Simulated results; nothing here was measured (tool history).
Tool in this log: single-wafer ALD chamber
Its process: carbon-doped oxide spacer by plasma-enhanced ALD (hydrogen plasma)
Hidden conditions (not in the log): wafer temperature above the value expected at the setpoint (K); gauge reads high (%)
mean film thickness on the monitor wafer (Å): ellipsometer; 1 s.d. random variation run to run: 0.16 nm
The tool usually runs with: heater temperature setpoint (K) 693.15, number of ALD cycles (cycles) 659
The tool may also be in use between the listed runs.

run,hour,heater temperature setpoint (K),number of ALD cycles (cycles),wafers since the last listed run,hours since the last thermocouple change,hours since the gauge calibration,"read-back reference wafer on the same gauge, thickness_nm",mean film thickness on the monitor wafer (Å)
1,0,682.15,725,0,594.6,861.1,31.582,384.26
2,49.3,682.15,725,17,643.9,910.4,31.672,384.63
3,118.1,682.15,725,24,712.7,979.2,31.602,382.77
4,164.2,693.15,659,16,758.8,1025.3,31.655,338.59
5,206.9,693.15,659,15,801.5,1068,31.69,338.87
6,307.9,693.15,659,36,902.5,1169,31.674,337.77
7,409.9,693.15,659,36,1004.5,1271,31.793,339.3
8,474,693.15,659,23,1068.6,1335.1,31.788,338.95
9,516.5,693.15,659,15,1111.1,1377.6,31.809,339.21
10,602.1,697.15,659,31,1196.7,1463.2,31.788,339.08
11,653.9,693.15,594,18,1248.5,1515,31.825,307.34
12,700.9,693.15,594,17,1295.5,1562,31.858,309.4
13,808.2,693.15,594,38,1402.8,1669.3,31.906,306.71
14,851.4,693.15,690,15,1446,1712.5,31.852,356.49
15,905.1,693.15,659,19,1499.7,1766.2,31.864,340.26
16,1078.9,693.15,659,62,1673.5,1940,31.864,340.56
17,1300.6,687.15,763,80,1895.2,2161.7,31.959,397.08
18,1372.9,693.15,594,26,1967.5,2234,31.965,306.65
19,1444.6,693.15,659,25,2039.2,2305.7,31.936,341.34
# hour 1478: gauge calibrated
20,1501.7,705.15,555,20,2096.3,23.7,30.499,264.17
21,1576.3,693.15,659,27,2170.9,98.3,30.608,328.61
22,1643.4,680.15,612,24,2238,165.4,30.731,319.22
# hour 1717.7: thermocouple changed; heater temperature recalibrated
23,1734.4,708.15,659,30,16.7,256.4,30.943,312.47
24,1797,693.15,659,22,79.3,319,31.026,332.05
25,1842.8,682.15,763,16,125.1,364.8,31.083,395.93
26,1918.6,688.15,785,27,200.9,440.6,31.154,404.01
27,1955.6,699.15,776,13,237.9,477.6,31.194,385.07
28,1999.5,679.15,779,15,281.8,521.5,31.298,410.16
29,2097.2,679.15,779,35,379.5,619.2,31.383,416.7
30,2192.6,693.15,585,34,474.9,714.6,31.42,297.41
31,2280.9,707.15,569,32,563.2,802.9,31.446,277.16
32,2324.4,689.15,554,15,606.7,846.4,31.499,286.22
33,2427.6,693.15,659,37,709.9,949.6,31.633,337.48

Below are 3 alternative next runs, each starting from the tool's condition after run 33. Predict each:
A,2429,701.15,659,0,711.3,951,?,?
B,2429,699.15,755,0,711.3,951,?,?
C,2429,684.15,695,0,711.3,951,?,?

run,"read-back reference wafer on the same gauge, thickness_nm",mean film thickness on the monitor wafer (Å)
A,31.622,327.44
B,31.622,377.54
C,31.622,364.13
The same runs, with their run-to-run variation unchanged, on a tool lacking any hidden condition would have given:
run,mean film thickness on the monitor wafer (Å)
A,316
B,364.35
C,351.41
